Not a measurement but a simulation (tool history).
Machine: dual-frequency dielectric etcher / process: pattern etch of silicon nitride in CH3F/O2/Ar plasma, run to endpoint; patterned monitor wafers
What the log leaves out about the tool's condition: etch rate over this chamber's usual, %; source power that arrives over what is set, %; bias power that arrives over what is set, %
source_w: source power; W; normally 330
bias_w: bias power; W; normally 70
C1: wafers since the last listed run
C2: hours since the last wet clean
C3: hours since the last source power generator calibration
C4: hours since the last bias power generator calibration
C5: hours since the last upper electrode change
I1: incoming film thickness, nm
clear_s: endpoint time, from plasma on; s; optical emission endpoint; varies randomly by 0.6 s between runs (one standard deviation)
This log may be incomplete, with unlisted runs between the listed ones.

Run 1, hour 0.0: usual settings; C1 0; C2 40.7; C3 1640.0; C4 3400.3; C5 4999.9; I1 58.7. Result: clear_s 88.3 s.
Run 2, hour 64.6: usual settings but source_w 390 W; C1 619; C2 105.3; C3 1704.6; C4 3464.9; C5 5064.5; I1 59.3. Result: clear_s 83.2 s.
Run 3, hour 108.4: usual settings but source_w 390 W; C1 420; C2 149.1; C3 1748.4; C4 3508.7; C5 5108.3; I1 59.8. Result: clear_s 84.8 s.
Run 4, hour 167.6: usual settings but source_w 360 W; C1 568; C2 208.3; C3 1807.6; C4 3567.9; C5 5167.5; I1 58.3. Result: clear_s 85.8 s.
Run 5, hour 205.1: usual settings but source_w 360 W; C1 359; C2 245.8; C3 1845.1; C4 3605.4; C5 5205.0; I1 58.8. Result: clear_s 86.9 s.
Run 6, hour 286.9: usual settings; C1 784; C2 327.6; C3 1926.9; C4 3687.2; C5 5286.8; I1 59.3. Result: clear_s 91.6 s.
Run 7, hour 326.8: usual settings; C1 382; C2 367.5; C3 1966.8; C4 3727.1; C5 5326.7; I1 59.4. Result: clear_s 92.7 s.
Run 8, hour 417.6: usual settings; C1 871; C2 458.3; C3 2057.6; C4 3817.9; C5 5417.5; I1 58.4. Result: clear_s 90.5 s.
At hour 483.2: wet clean of the chamber.
At hour 498.9: source power generator calibrated.
Run 9, hour 499.4: usual settings but source_w 280 W, bias_w 80 W; C1 516; C2 16.2; C3 0.5; C4 3899.7; C5 5499.3; I1 58.8. Result: clear_s 90.3 s.
Run 10, hour 581.2: usual settings but source_w 280 W, bias_w 80 W; C1 784; C2 98.0; C3 82.3; C4 3981.5; C5 5581.1; I1 59.3. Result: clear_s 91.9 s.
Run 11, hour 679.9: usual settings but source_w 280 W, bias_w 80 W; C1 947; C2 196.7; C3 181.0; C4 4080.2; C5 5679.8; I1 59.3. Result: clear_s 92.1 s.
At hour 713.2: bias power generator calibrated.
At hour 753.4: upper electrode replaced, of another model than before.
Run 12, hour 772.1: usual settings but source_w 280 W, bias_w 65 W; C1 615; C2 288.9; C3 273.2; C4 58.9; C5 18.7; I1 58.7. Result: clear_s 105.8 s.
Run 13, hour 841.8: usual settings; C1 668; C2 358.6; C3 342.9; C4 128.6; C5 88.4; I1 59.0. Result: clear_s 91.8 s.
Run 14, hour 910.2: usual settings but source_w 250 W, bias_w 78 W; C1 656; C2 427.0; C3 411.3; C4 197.0; C5 156.8; I1 58.7. Result: clear_s 114.3 s.
Run 15, hour 955.1: usual settings but source_w 390 W, bias_w 87 W; C1 430; C2 471.9; C3 456.2; C4 241.9; C5 201.7; I1 59.1. Result: clear_s 77.8 s.
Run 16, hour 1013.6: usual settings but bias_w 81 W; C1 561; C2 530.4; C3 514.7; C4 300.4; C5 260.2; I1 59.3. Result: clear_s 90.5 s.
Run 17, hour 1067.8: usual settings but source_w 390 W, bias_w 63 W; C1 520; C2 584.6; C3 568.9; C4 354.6; C5 314.4; I1 59.3. Result: clear_s 86.3 s.
At hour 1136.6: wet clean of the chamber.
Run 18, hour 1160.3: usual settings but source_w 250 W, bias_w 77 W; C1 657; C2 23.7; C3 661.4; C4 447.1; C5 406.9; I1 58.9. Result: clear_s 108.9 s.
Run 19, hour 1211.4: usual settings; C1 490; C2 74.8; C3 712.5; C4 498.2; C5 458.0; I1 59.3. Result: clear_s 89.1 s.
Run 20, hour 1299.1: usual settings; C1 841; C2 162.5; C3 800.2; C4 585.9; C5 545.7; I1 58.8. Result: clear_s 88.4 s.
Run 21, hour 1337.6: usual settings but source_w 380 W, bias_w 58 W; C1 369; C2 201.0; C3 838.7; C4 624.4; C5 584.2; I1 59.0. Result: clear_s 85.5 s.
Run 22, hour 1434.0: usual settings but source_w 370 W, bias_w 65 W; C1 924; C2 297.4; C3 935.1; C4 720.8; C5 680.6; I1 59.4. Result: clear_s 86.2 s.

3 ways to go on from here, each from the tool as it stands after run 22. What would each give?
Run A, hour 1434.4: usual settings; C1 3; C2 297.8; C3 935.5; C4 721.2; C5 681.0; I1 59.5. Result: clear_s ?.
Run B, hour 1434.4: usual settings but source_w 360 W, bias_w 83 W; C1 3; C2 297.8; C3 935.5; C4 721.2; C5 681.0; I1 59.5. Result: clear_s ?.
Run C, hour 1434.4: usual settings but bias_w 57 W; C1 3; C2 297.8; C3 935.5; C4 721.2; C5 681.0; I1 59.5. Result: clear_s ?.

run  clear_s
  A     91.8
  B     81.9
  C     97.1
What these runs would have given with no unlogged condition in the tool:
run  clear_s
  A     89.9
  B     80.3
  C     95.2

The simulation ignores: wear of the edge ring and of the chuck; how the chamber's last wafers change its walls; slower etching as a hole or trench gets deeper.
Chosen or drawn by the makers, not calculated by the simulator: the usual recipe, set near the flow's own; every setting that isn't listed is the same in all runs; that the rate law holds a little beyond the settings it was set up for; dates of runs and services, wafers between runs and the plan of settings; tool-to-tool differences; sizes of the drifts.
